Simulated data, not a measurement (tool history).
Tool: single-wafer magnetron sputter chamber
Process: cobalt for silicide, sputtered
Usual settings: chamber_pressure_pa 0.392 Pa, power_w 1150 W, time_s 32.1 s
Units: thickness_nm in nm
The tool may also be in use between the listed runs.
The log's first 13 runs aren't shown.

| run | hour | chamber_pressure_pa | power_w | time_s | wafers since the last listed run | wafers on the sputter target | hours since the last manometer calibration | hours since the magnet pack was replaced | hours since the gauge calibration | read-back reference wafer on the same gauge, thickness_nm | thickness_nm |
|---|---|---|---|---|---|---|---|---|---|---|---|
| 14 | 384.4 | 0.462 | 1050 | 34.0 | 740 | 4094 | 1957.7 | 31.5 | 1385.5 | 15.401 | 16.296 |
| 15 | 411.3 | 0.439 | 900 | 26.6 | 642 | 4737 | 1984.6 | 58.4 | 1412.4 | 15.402 | 11.449 |
|  | 425.5 | sputter target and shields replaced |
| 16 | 436.5 | 0.392 | 1150 | 32.1 | 410 | 262 | 2009.8 | 83.6 | 1437.6 | 15.402 | 17.198 |
| 17 | 465.8 | 0.392 | 1150 | 27.6 | 700 | 962 | 2039.1 | 112.9 | 1466.9 | 15.402 | 14.730 |
| 18 | 479.0 | 0.464 | 1300 | 34.8 | 315 | 1277 | 2052.3 | 126.1 | 1480.1 | 15.407 | 19.901 |
| 19 | 492.7 | 0.392 | 1350 | 29.4 | 327 | 1604 | 2066.0 | 139.8 | 1493.8 | 15.399 | 17.696 |
|  | 494.1 | gauge calibrated |
| 20 | 514.5 | 0.392 | 1150 | 32.1 | 520 | 2125 | 2087.8 | 161.6 | 20.4 | 15.403 | 17.017 |
| 21 | 527.7 | 0.290 | 950 | 26.7 | 315 | 2441 | 2101.0 | 174.8 | 33.6 | 15.414 | 12.694 |
|  | 551.5 | capacitance manometer re-zeroed and calibrated |
| 22 | 552.0 | 0.392 | 1150 | 32.1 | 389 | 2830 | 0.5 | 199.1 | 57.9 | 15.411 | 17.351 |
| 23 | 569.4 | 0.300 | 1150 | 38.2 | 415 | 3246 | 17.9 | 216.5 | 75.3 | 15.399 | 21.297 |
| 24 | 592.6 | 0.392 | 1300 | 37.0 | 554 | 3800 | 41.1 | 239.7 | 98.5 | 15.399 | 22.051 |
| 25 | 625.8 | 0.392 | 1150 | 32.1 | 793 | 4593 | 74.3 | 272.9 | 131.7 | 15.402 | 17.269 |
| 26 | 644.0 | 0.481 | 1000 | 32.1 | 434 | 5028 | 92.5 | 291.1 | 149.9 | 15.402 | 14.986 |
|  | 656.0 | sputter target and shields replaced |
| 27 | 700.8 | 0.392 | 1350 | 32.1 | 1165 | 1071 | 149.3 | 347.9 | 206.7 | 15.407 | 19.669 |
| 28 | 733.6 | 0.392 | 1150 | 32.1 | 783 | 1855 | 182.1 | 380.7 | 239.5 | 15.399 | 17.266 |
| 29 | 768.6 | 0.392 | 1050 | 34.7 | 836 | 2691 | 217.1 | 415.7 | 274.5 | 15.400 | 17.298 |
| 30 | 790.4 | 0.392 | 1150 | 25.8 | 520 | 3212 | 238.9 | 437.5 | 296.3 | 15.407 | 13.850 |
| 31 | 830.2 | 0.313 | 1150 | 29.2 | 950 | 4163 | 278.7 | 477.3 | 336.1 | 15.402 | 16.046 |
|  | 857.3 | sputter target and shields replaced |
| 32 | 860.2 | 0.282 | 1150 | 32.1 | 525 | 69 | 308.7 | 507.3 | 366.1 | 15.399 | 17.984 |
| 33 | 885.1 | 0.392 | 1250 | 32.1 | 594 | 664 | 333.6 | 532.2 | 391.0 | 15.395 | 18.433 |
| 34 | 901.6 | 0.392 | 1150 | 32.1 | 394 | 1059 | 350.1 | 548.7 | 407.5 | 15.406 | 17.221 |

Forecast each of these 5 alternatives for the next run:
| A | 902.0 | 0.392 | 1150 | 29.2 | 9 | 1068 | 350.5 | 549.1 | 407.9 | ? | ? |
| B | 902.0 | 0.476 | 900 | 32.1 | 9 | 1068 | 350.5 | 549.1 | 407.9 | ? | ? |
| C | 902.0 | 0.392 | 1150 | 36.3 | 9 | 1068 | 350.5 | 549.1 | 407.9 | ? | ? |
| D | 902.0 | 0.479 | 1450 | 36.6 | 9 | 1068 | 350.5 | 549.1 | 407.9 | ? | ? |
| E | 902.0 | 0.392 | 1300 | 29.1 | 9 | 1068 | 350.5 | 549.1 | 407.9 | ? | ? |

| run | read-back reference wafer on the same gauge, thickness_nm | thickness_nm |
|---|---|---|
| A | 15.395 | 15.667 |
| B | 15.395 | 13.866 |
| C | 15.395 | 19.477 |
| D | 15.395 | 22.958 |
| E | 15.395 | 17.215 |
Without the tool's hidden state the same runs would have given:
| run | thickness_nm |
|---|---|
| A | 15.932 |
| B | 14.127 |
| C | 19.806 |
| D | 23.391 |
| E | 17.506 |
